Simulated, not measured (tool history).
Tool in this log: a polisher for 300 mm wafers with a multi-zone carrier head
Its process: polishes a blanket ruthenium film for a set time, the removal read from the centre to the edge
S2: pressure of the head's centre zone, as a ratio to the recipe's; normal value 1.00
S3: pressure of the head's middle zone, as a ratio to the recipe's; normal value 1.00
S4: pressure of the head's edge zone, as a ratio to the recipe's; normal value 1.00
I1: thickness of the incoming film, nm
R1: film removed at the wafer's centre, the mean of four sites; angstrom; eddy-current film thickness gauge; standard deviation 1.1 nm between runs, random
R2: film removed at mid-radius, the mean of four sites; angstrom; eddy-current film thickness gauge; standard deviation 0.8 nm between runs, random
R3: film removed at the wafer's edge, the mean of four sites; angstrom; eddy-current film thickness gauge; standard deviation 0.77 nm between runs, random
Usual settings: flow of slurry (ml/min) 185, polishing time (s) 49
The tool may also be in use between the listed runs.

run 1 hour=0.0 | flow_of_slurry_(ml/min)=185 S2=1.00 S3=1.00 S4=1.00 polishing_time_(s)=49 | I1=334.9 | R1=782 R2=746 R3=774
run 2 hour=20.3 | flow_of_slurry_(ml/min)=185 S2=1.00 S3=1.00 S4=1.00 polishing_time_(s)=49 | I1=340.2 | R1=759 R2=735 R3=785
run 3 hour=38.8 | flow_of_slurry_(ml/min)=185 S2=1.00 S3=1.00 S4=0.95 polishing_time_(s)=49 | I1=337.8 | R1=783 R2=748 R3=753
run 4 hour=52.5 | flow_of_slurry_(ml/min)=185 S2=1.00 S3=1.00 S4=1.00 polishing_time_(s)=49 | I1=337.3 | R1=786 R2=744 R3=772
-- hour=60.0 worn pad replaced by a new one
run 5 hour=86.5 | flow_of_slurry_(ml/min)=185 S2=1.00 S3=1.00 S4=1.00 polishing_time_(s)=49 | I1=337.0 | R1=772 R2=745 R3=770
run 6 hour=107.5 | flow_of_slurry_(ml/min)=185 S2=1.07 S3=1.00 S4=1.00 polishing_time_(s)=55 | I1=335.8 | R1=939 R2=836 R3=844
run 7 hour=132.6 | flow_of_slurry_(ml/min)=225 S2=1.05 S3=1.00 S4=1.00 polishing_time_(s)=49 | I1=335.8 | R1=832 R2=758 R3=789
run 8 hour=162.9 | flow_of_slurry_(ml/min)=185 S2=1.00 S3=1.00 S4=1.00 polishing_time_(s)=49 | I1=337.7 | R1=755 R2=725 R3=770
-- hour=167.5 worn pad replaced by a new one
run 9 hour=192.2 | flow_of_slurry_(ml/min)=185 S2=1.00 S3=1.00 S4=1.00 polishing_time_(s)=49 | I1=333.2 | R1=782 R2=738 R3=771
run 10 hour=206.2 | flow_of_slurry_(ml/min)=185 S2=1.00 S3=1.00 S4=1.00 polishing_time_(s)=49 | I1=340.3 | R1=760 R2=722 R3=771
-- hour=220.4 edge zone pressure recalibrated
-- hour=264.6 worn pad replaced by a new one
run 11 hour=278.1 | flow_of_slurry_(ml/min)=185 S2=1.00 S3=1.11 S4=1.00 polishing_time_(s)=49 | I1=343.4 | R1=755 R2=775 R3=752
run 12 hour=302.2 | flow_of_slurry_(ml/min)=185 S2=1.03 S3=1.00 S4=1.08 polishing_time_(s)=49 | I1=338.2 | R1=768 R2=712 R3=788
-- hour=321.5 slurry nozzle cleaned
run 13 hour=333.1 | flow_of_slurry_(ml/min)=230 S2=1.00 S3=1.00 S4=1.00 polishing_time_(s)=49 | I1=336.1 | R1=809 R2=772 R3=806
-- hour=362.6 centre zone pressure recalibrated
-- hour=365.3 worn pad replaced by a new one
-- hour=378.0 carrier head's membrane replaced by a new one
run 14 hour=386.2 | flow_of_slurry_(ml/min)=245 S2=1.00 S3=1.00 S4=0.96 polishing_time_(s)=49 | I1=338.3 | R1=819 R2=763 R3=780
run 15 hour=409.5 | flow_of_slurry_(ml/min)=185 S2=1.00 S3=1.00 S4=1.00 polishing_time_(s)=49 | I1=343.8 | R1=769 R2=748 R3=770
run 16 hour=438.9 | flow_of_slurry_(ml/min)=235 S2=0.90 S3=1.06 S4=1.00 polishing_time_(s)=56 | I1=336.1 | R1=846 R2=928 R3=912
-- hour=468.6 worn pad replaced by a new one
run 17 hour=472.0 | flow_of_slurry_(ml/min)=160 S2=1.00 S3=1.00 S4=1.07 polishing_time_(s)=49 | I1=342.1 | R1=762 R2=728 R3=795
run 18 hour=493.4 | flow_of_slurry_(ml/min)=185 S2=1.00 S3=0.97 S4=0.96 polishing_time_(s)=34 | I1=338.2 | R1=540 R2=518 R3=535

Forecast each of these 3 alternatives for the next run:
run A hour=493.8 | flow_of_slurry_(ml/min)=185 S2=1.00 S3=1.00 S4=1.00 polishing_time_(s)=49 | I1=344.2 | R1=? R2=? R3=?
run B hour=493.8 | flow_of_slurry_(ml/min)=185 S2=1.10 S3=1.00 S4=1.06 polishing_time_(s)=49 | I1=344.2 | R1=? R2=? R3=?
run C hour=493.8 | flow_of_slurry_(ml/min)=185 S2=1.00 S3=1.00 S4=1.07 polishing_time_(s)=49 | I1=344.2 | R1=? R2=? R3=?

run=A R1=780 R2=738 R3=768
run=B R1=858 R2=737 R3=790
run=C R1=780 R2=737 R3=794
What these runs would have given with no unlogged condition in the tool:
run=A R1=784 R2=741 R3=771
run=B R1=863 R2=741 R3=793
run=C R1=784 R2=741 R3=797
